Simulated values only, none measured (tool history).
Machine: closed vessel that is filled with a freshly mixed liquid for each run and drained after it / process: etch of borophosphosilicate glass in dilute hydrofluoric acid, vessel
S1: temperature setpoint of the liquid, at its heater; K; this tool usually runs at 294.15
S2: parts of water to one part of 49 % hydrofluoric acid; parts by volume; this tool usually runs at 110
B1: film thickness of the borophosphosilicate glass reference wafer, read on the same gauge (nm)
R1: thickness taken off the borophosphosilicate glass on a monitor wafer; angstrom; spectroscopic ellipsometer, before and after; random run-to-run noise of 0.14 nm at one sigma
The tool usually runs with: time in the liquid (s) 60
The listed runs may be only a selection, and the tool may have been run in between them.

{"run": 1, "hour": 0.0, "S1": 294.15, "S2": 110, "time in the liquid (s)": 70, "B1": 120.04, "R1": 309.2}
{"run": 2, "hour": 106.6, "S1": 294.15, "S2": 110, "time in the liquid (s)": 70, "B1": 119.98, "R1": 308.6}
{"run": 3, "hour": 132.6, "S1": 294.15, "S2": 110, "time in the liquid (s)": 60, "B1": 120.01, "R1": 264.4}
{"run": 4, "hour": 165.9, "S1": 297.65, "S2": 110, "time in the liquid (s)": 60, "B1": 120, "R1": 306.7}
{"run": 5, "hour": 223.8, "S1": 294.15, "S2": 110, "time in the liquid (s)": 60, "B1": 119.97, "R1": 272.2}
{"run": 6, "hour": 250.1, "S1": 294.15, "S2": 110, "time in the liquid (s)": 60, "B1": 120.01, "R1": 267.1}
{"hour": 271.5, "done": "hydrofluoric acid flow meter replaced"}
{"run": 7, "hour": 285.2, "S1": 294.15, "S2": 110, "time in the liquid (s)": 60, "B1": 119.99, "R1": 239}
{"run": 8, "hour": 306.5, "S1": 294.15, "S2": 110, "time in the liquid (s)": 60, "B1": 119.97, "R1": 243}
{"run": 9, "hour": 328.6, "S1": 294.15, "S2": 110, "time in the liquid (s)": 60, "B1": 119.98, "R1": 242.4}
{"run": 10, "hour": 363.3, "S1": 290.65, "S2": 110, "time in the liquid (s)": 70, "B1": 120.04, "R1": 243.5}
{"run": 11, "hour": 393.6, "S1": 290.65, "S2": 110, "time in the liquid (s)": 70, "B1": 119.99, "R1": 244.3}
{"hour": 486.5, "done": "gauge calibrated"}
{"run": 12, "hour": 500.8, "S1": 290.65, "S2": 110, "time in the liquid (s)": 70, "B1": 119.98, "R1": 247.1}
{"run": 13, "hour": 532.2, "S1": 295.65, "S2": 110, "time in the liquid (s)": 60, "B1": 119.98, "R1": 260}
{"run": 14, "hour": 561.1, "S1": 294.15, "S2": 95, "time in the liquid (s)": 30, "B1": 120, "R1": 145.7}
{"run": 15, "hour": 581.7, "S1": 291.15, "S2": 110, "time in the liquid (s)": 45, "B1": 119.94, "R1": 163.9}
{"run": 16, "hour": 597.0, "S1": 299.15, "S2": 110, "time in the liquid (s)": 95, "B1": 120, "R1": 471.1}
{"hour": 614.6, "done": "thermometer replaced"}
{"run": 17, "hour": 631.3, "S1": 294.15, "S2": 110, "time in the liquid (s)": 60, "B1": 120.01, "R1": 249.1}
{"run": 18, "hour": 650.6, "S1": 294.15, "S2": 95, "time in the liquid (s)": 30, "B1": 120.03, "R1": 144.9}
{"run": 19, "hour": 664.7, "S1": 295.65, "S2": 145, "time in the liquid (s)": 90, "B1": 120.01, "R1": 287.2}
{"run": 20, "hour": 692.3, "S1": 299.15, "S2": 150, "time in the liquid (s)": 80, "B1": 120.01, "R1": 283}
{"run": 21, "hour": 727.4, "S1": 294.15, "S2": 110, "time in the liquid (s)": 60, "B1": 119.98, "R1": 246.9}
{"run": 22, "hour": 740.4, "S1": 298.65, "S2": 110, "time in the liquid (s)": 60, "B1": 120.01, "R1": 298.2}
{"run": 23, "hour": 753.1, "S1": 294.15, "S2": 110, "time in the liquid (s)": 60, "B1": 120.03, "R1": 248.9}
{"run": 24, "hour": 788.6, "S1": 297.65, "S2": 80, "time in the liquid (s)": 35, "B1": 120.04, "R1": 239.1}
{"run": 25, "hour": 818.1, "S1": 294.15, "S2": 80, "time in the liquid (s)": 60, "B1": 120.04, "R1": 356.8}

For each run, the measured value with the value that run would have given without the tool's hidden condition subtracted. The run-to-run variation is shared by both, the gauge scatter possibly not:
Hidden conditions of the tool in this case: liquid colder than its thermometer reads (K); hydrofluoric acid flow above the setpoint (%); gauge reads high (%).
run=1 R1=+32.3
run=2 R1=+34.2
run=3 R1=+29.7
run=4 R1=+35.4
run=5 R1=+32
run=6 R1=+31.8
run=7 R1=+4
run=8 R1=+4.5
run=9 R1=+4.8
run=10 R1=+5.4
run=11 R1=+5.9
run=12 R1=+7.8
run=13 R1=+8.9
run=14 R1=+5.2
run=15 R1=+6.1
run=16 R1=+18.3
run=17 R1=+10.1
run=18 R1=+6
run=19 R1=+12.8
run=20 R1=+13.4
run=21 R1=+11.7
run=22 R1=+14.6
run=23 R1=+12.2
run=24 R1=+12.1
run=25 R1=+18.6
